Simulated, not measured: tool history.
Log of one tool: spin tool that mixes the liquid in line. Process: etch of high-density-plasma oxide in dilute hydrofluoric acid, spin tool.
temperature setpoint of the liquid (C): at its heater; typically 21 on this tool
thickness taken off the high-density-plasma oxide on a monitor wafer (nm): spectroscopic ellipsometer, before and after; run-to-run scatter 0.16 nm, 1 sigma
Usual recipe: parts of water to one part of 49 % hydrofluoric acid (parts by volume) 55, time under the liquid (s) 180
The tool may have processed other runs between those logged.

run    hour  temperature setpoint of the liquid (C)  parts of water to one part of 49 % hydrofluoric acid (parts by volume)  time under the liquid (s)  read-back film thickness of the high-density-plasma oxide reference wafer, read on the same gauge (nm)  thickness taken off the high-density-plasma oxide on a monitor wafer (nm)
  1       0                                      21                                                                      55                        180                                                                                                   70.03                                                                      25.26
  2    57.8                                      21                                                                      55                        180                                                                                                   70.02                                                                      25.38
  3   147.1                                      21                                                                      55                        180                                                                                                      70                                                                      25.31
  4   218.3                                      21                                                                      55                        180                                                                                                   69.98                                                                      25.01
  5   277.3                                      21                                                                      55                        180                                                                                                   69.97                                                                      25.23
  6   372.6                                      21                                                                      55                        180                                                                                                   69.99                                                                      25.66
  7   471.6                                      21                                                                      55                        180                                                                                                   70.03                                                                      25.41
  8     538                                      21                                                                      55                        180                                                                                                   70.03                                                                      25.59
  9     620                                    23.5                                                                      70                        180                                                                                                   69.94                                                                      21.78
 10   717.7                                    19.5                                                                      65                        180                                                                                                   69.97                                                                      20.06
 11   780.8                                      21                                                                      55                        180                                                                                                   70.04                                                                      25.47
 12   835.6                                      21                                                                      80                        180                                                                                                   69.94                                                                      17.06
 13   882.9                                      18                                                                      40                        180                                                                                                   70.05                                                                      31.91
 14   947.1                                      21                                                                      55                        180                                                                                                   70.04                                                                      25.86
 15  1005.5                                      21                                                                      55                        180                                                                                                   70.02                                                                      26.06
 16  1052.6                                      17                                                                      55                        180                                                                                                   69.97                                                                       21.9
 17  1155.7                                      21                                                                      75                        265                                                                                                   70.01                                                                      27.32
 18  1198.1                                      17                                                                      65                         70                                                                                                   69.99                                                                       7.17
 19  1295.5                                      21                                                                      55                        180                                                                                                   70.01                                                                      24.65
 20  1344.9                                      21                                                                      55                        265                                                                                                   69.93                                                                      36.44
 21  1399.3                                    19.5                                                                      55                        180                                                                                                   70.02                                                                      23.39
 22  1480.5                                      23                                                                      55                         85                                                                                                   69.96                                                                      12.82
 23  1547.5                                    18.5                                                                      25                        180                                                                                                   70.04                                                                      50.23
 24  1617.4                                      21                                                                      55                        180                                                                                                   69.98                                                                       24.9
 25  1674.2                                      21                                                                      55                        180                                                                                                   70.01                                                                      24.88
 26  1728.9                                      21                                                                      55                        180                                                                                                   69.98                                                                      24.88
 27  1778.7                                      21                                                                      55                        180                                                                                                   69.96                                                                      25.22
 28  1886.3                                      17                                                                      65                         70                                                                                                   69.93                                                                       6.88
 29  1951.3                                      21                                                                      55                        180                                                                                                   70.01                                                                      25.31
 30    2054                                      18                                                                      45                        235                                                                                                   69.99                                                                      35.74
 31  2132.8                                    19.5                                                                      75                        150                                                                                                      70                                                                      14.09
 32  2209.2                                      21                                                                      30                         80                                                                                                   69.98                                                                      21.32

Taken out of this log: 3 entries between the listed runs. Where each belongs, and how the hidden state differs across it:
Between runs 18 and 19: thermometer replaced (hour 1231.2)
  liquid hotter than its thermometer reads (K): 1.17 -> 0.104
  what was measured, less what the result would be without the hidden state, thickness taken off the high-density-plasma oxide on a monitor wafer (nm): +0.35 -> +0.1
Between runs 20 and 21: hydrofluoric acid flow meter replaced (hour 1359.1)
  liquid hotter than its thermometer reads (K): 0.129 -> 0.155
  what was measured, less what the result would be without the hidden state, thickness taken off the high-density-plasma oxide on a monitor wafer (nm): +0.2 -> +0.16
Between runs 22 and 23: gauge calibrated (hour 1540.8)
  liquid hotter than its thermometer reads (K): 0.196 -> 0.229
  what was measured, less what the result would be without the hidden state, thickness taken off the high-density-plasma oxide on a monitor wafer (nm): +0.11 -> +0.5
